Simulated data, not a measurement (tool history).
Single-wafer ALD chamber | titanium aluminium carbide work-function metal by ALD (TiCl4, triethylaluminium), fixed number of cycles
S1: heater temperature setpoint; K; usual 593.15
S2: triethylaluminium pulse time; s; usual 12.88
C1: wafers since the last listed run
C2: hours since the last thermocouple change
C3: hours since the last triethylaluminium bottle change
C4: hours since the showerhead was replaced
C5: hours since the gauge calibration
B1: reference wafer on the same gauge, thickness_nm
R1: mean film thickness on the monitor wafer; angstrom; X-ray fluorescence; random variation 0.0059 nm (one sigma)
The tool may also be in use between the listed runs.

{"run": 1, "hour": 0.0, "S1": 593.15, "S2": 12.88, "C1": 0, "C2": 754.1, "C3": 284.7, "C4": 4363.4, "C5": 2048.5, "B1": 2.831, "R1": 23.73}
{"run": 2, "hour": 58.5, "S1": 593.15, "S2": 12.88, "C1": 391, "C2": 812.6, "C3": 343.2, "C4": 4421.9, "C5": 2107.0, "B1": 2.832, "R1": 23.63}
{"run": 3, "hour": 287.5, "S1": 593.15, "S2": 12.88, "C1": 1533, "C2": 1041.6, "C3": 572.2, "C4": 4650.9, "C5": 2336.0, "B1": 2.829, "R1": 23.65}
{"run": 4, "hour": 334.1, "S1": 593.15, "S2": 16.68, "C1": 312, "C2": 1088.2, "C3": 618.8, "C4": 4697.5, "C5": 2382.6, "B1": 2.83, "R1": 24.04}
{"run": 5, "hour": 418.6, "S1": 593.15, "S2": 16.68, "C1": 565, "C2": 1172.7, "C3": 703.3, "C4": 4782.0, "C5": 2467.1, "B1": 2.831, "R1": 24.01}
{"run": 6, "hour": 488.8, "S1": 593.15, "S2": 16.68, "C1": 470, "C2": 1242.9, "C3": 773.5, "C4": 4852.2, "C5": 2537.3, "B1": 2.832, "R1": 24.02}
{"run": 7, "hour": 584.1, "S1": 593.15, "S2": 12.88, "C1": 638, "C2": 1338.2, "C3": 868.8, "C4": 4947.5, "C5": 2632.6, "B1": 2.831, "R1": 23.61}
{"run": 8, "hour": 690.2, "S1": 593.15, "S2": 12.88, "C1": 710, "C2": 1444.3, "C3": 974.9, "C4": 5053.6, "C5": 2738.7, "B1": 2.832, "R1": 23.61}
{"run": 9, "hour": 766.6, "S1": 593.15, "S2": 12.88, "C1": 511, "C2": 1520.7, "C3": 1051.3, "C4": 5130.0, "C5": 2815.1, "B1": 2.829, "R1": 23.48}
{"run": 10, "hour": 874.2, "S1": 593.15, "S2": 12.88, "C1": 720, "C2": 1628.3, "C3": 1158.9, "C4": 5237.6, "C5": 2922.7, "B1": 2.829, "R1": 23.42}
{"hour": 941.2, "done": "thermocouple changed; heater temperature recalibrated"}
{"run": 11, "hour": 948.3, "S1": 588.15, "S2": 12.88, "C1": 442, "C2": 7.1, "C3": 1233.0, "C4": 5311.7, "C5": 2996.8, "B1": 2.828, "R1": 22.75}
{"run": 12, "hour": 1039.4, "S1": 596.15, "S2": 12.88, "C1": 610, "C2": 98.2, "C3": 1324.1, "C4": 5402.8, "C5": 3087.9, "B1": 2.831, "R1": 23.53}
{"run": 13, "hour": 1101.3, "S1": 593.15, "S2": 12.88, "C1": 414, "C2": 160.1, "C3": 1386.0, "C4": 5464.7, "C5": 3149.8, "B1": 2.828, "R1": 23.2}
{"hour": 1177.2, "done": "showerhead replaced"}
{"hour": 1198.5, "done": "triethylaluminium bottle replaced"}
{"run": 14, "hour": 1199.0, "S1": 593.15, "S2": 12.88, "C1": 547, "C2": 257.8, "C3": 0.5, "C4": 21.8, "C5": 3247.5, "B1": 2.83, "R1": 23.75}
{"run": 15, "hour": 1269.7, "S1": 593.15, "S2": 12.88, "C1": 473, "C2": 328.5, "C3": 71.2, "C4": 92.5, "C5": 3318.2, "B1": 2.83, "R1": 23.71}
{"run": 16, "hour": 1318.1, "S1": 580.15, "S2": 17.82, "C1": 324, "C2": 376.9, "C3": 119.6, "C4": 140.9, "C5": 3366.6, "B1": 2.831, "R1": 22.63}
{"run": 17, "hour": 1400.7, "S1": 593.15, "S2": 12.88, "C1": 553, "C2": 459.5, "C3": 202.2, "C4": 223.5, "C5": 3449.2, "B1": 2.829, "R1": 23.71}
{"run": 18, "hour": 1468.0, "S1": 581.15, "S2": 14.68, "C1": 450, "C2": 526.8, "C3": 269.5, "C4": 290.8, "C5": 3516.5, "B1": 2.827, "R1": 22.67}
{"run": 19, "hour": 1570.7, "S1": 603.15, "S2": 7.95, "C1": 687, "C2": 629.5, "C3": 372.2, "C4": 393.5, "C5": 3619.2, "B1": 2.829, "R1": 21.41}
{"hour": 1584.1, "done": "gauge calibrated"}
{"run": 20, "hour": 1663.4, "S1": 583.15, "S2": 12.88, "C1": 620, "C2": 722.2, "C3": 464.9, "C4": 486.2, "C5": 79.3, "B1": 2.831, "R1": 22.61}
{"run": 21, "hour": 1771.1, "S1": 606.15, "S2": 17.7, "C1": 721, "C2": 829.9, "C3": 572.6, "C4": 593.9, "C5": 187.0, "B1": 2.831, "R1": 25.34}
{"run": 22, "hour": 1866.7, "S1": 597.15, "S2": 9.16, "C1": 640, "C2": 925.5, "C3": 668.2, "C4": 689.5, "C5": 282.6, "B1": 2.829, "R1": 22.31}
{"run": 23, "hour": 1966.3, "S1": 593.15, "S2": 12.88, "C1": 667, "C2": 1025.1, "C3": 767.8, "C4": 789.1, "C5": 382.2, "B1": 2.831, "R1": 23.6}
{"run": 24, "hour": 2058.3, "S1": 585.15, "S2": 14.96, "C1": 616, "C2": 1117.1, "C3": 859.8, "C4": 881.1, "C5": 474.2, "B1": 2.83, "R1": 23.0}
{"run": 25, "hour": 2102.0, "S1": 593.15, "S2": 12.88, "C1": 292, "C2": 1160.8, "C3": 903.5, "C4": 924.8, "C5": 517.9, "B1": 2.831, "R1": 23.54}
{"run": 26, "hour": 2209.5, "S1": 600.15, "S2": 8.46, "C1": 720, "C2": 1268.3, "C3": 1011.0, "C4": 1032.3, "C5": 625.4, "B1": 2.832, "R1": 21.25}
{"run": 27, "hour": 2292.8, "S1": 599.15, "S2": 16.66, "C1": 557, "C2": 1351.6, "C3": 1094.3, "C4": 1115.6, "C5": 708.7, "B1": 2.83, "R1": 24.49}
{"run": 28, "hour": 2333.6, "S1": 603.15, "S2": 10.87, "C1": 273, "C2": 1392.4, "C3": 1135.1, "C4": 1156.4, "C5": 749.5, "B1": 2.832, "R1": 23.59}
{"run": 29, "hour": 2426.1, "S1": 593.15, "S2": 8.35, "C1": 619, "C2": 1484.9, "C3": 1227.6, "C4": 1248.9, "C5": 842.0, "B1": 2.83, "R1": 20.04}
{"run": 30, "hour": 2490.1, "S1": 597.15, "S2": 9.29, "C1": 428, "C2": 1548.9, "C3": 1291.6, "C4": 1312.9, "C5": 906.0, "B1": 2.829, "R1": 21.44}

The next listed run, before its measurement:
{"run": 31, "hour": 2529.6, "S1": 605.15, "S2": 7.93, "C1": 264, "C2": 1588.4, "C3": 1331.1, "C4": 1352.4, "C5": 945.5, "B1": "?", "R1": "?"}

B1: 2.830
R1: 19.98 angstrom
Without the tool's hidden state the same run would have given R1 21.91 angstrom.

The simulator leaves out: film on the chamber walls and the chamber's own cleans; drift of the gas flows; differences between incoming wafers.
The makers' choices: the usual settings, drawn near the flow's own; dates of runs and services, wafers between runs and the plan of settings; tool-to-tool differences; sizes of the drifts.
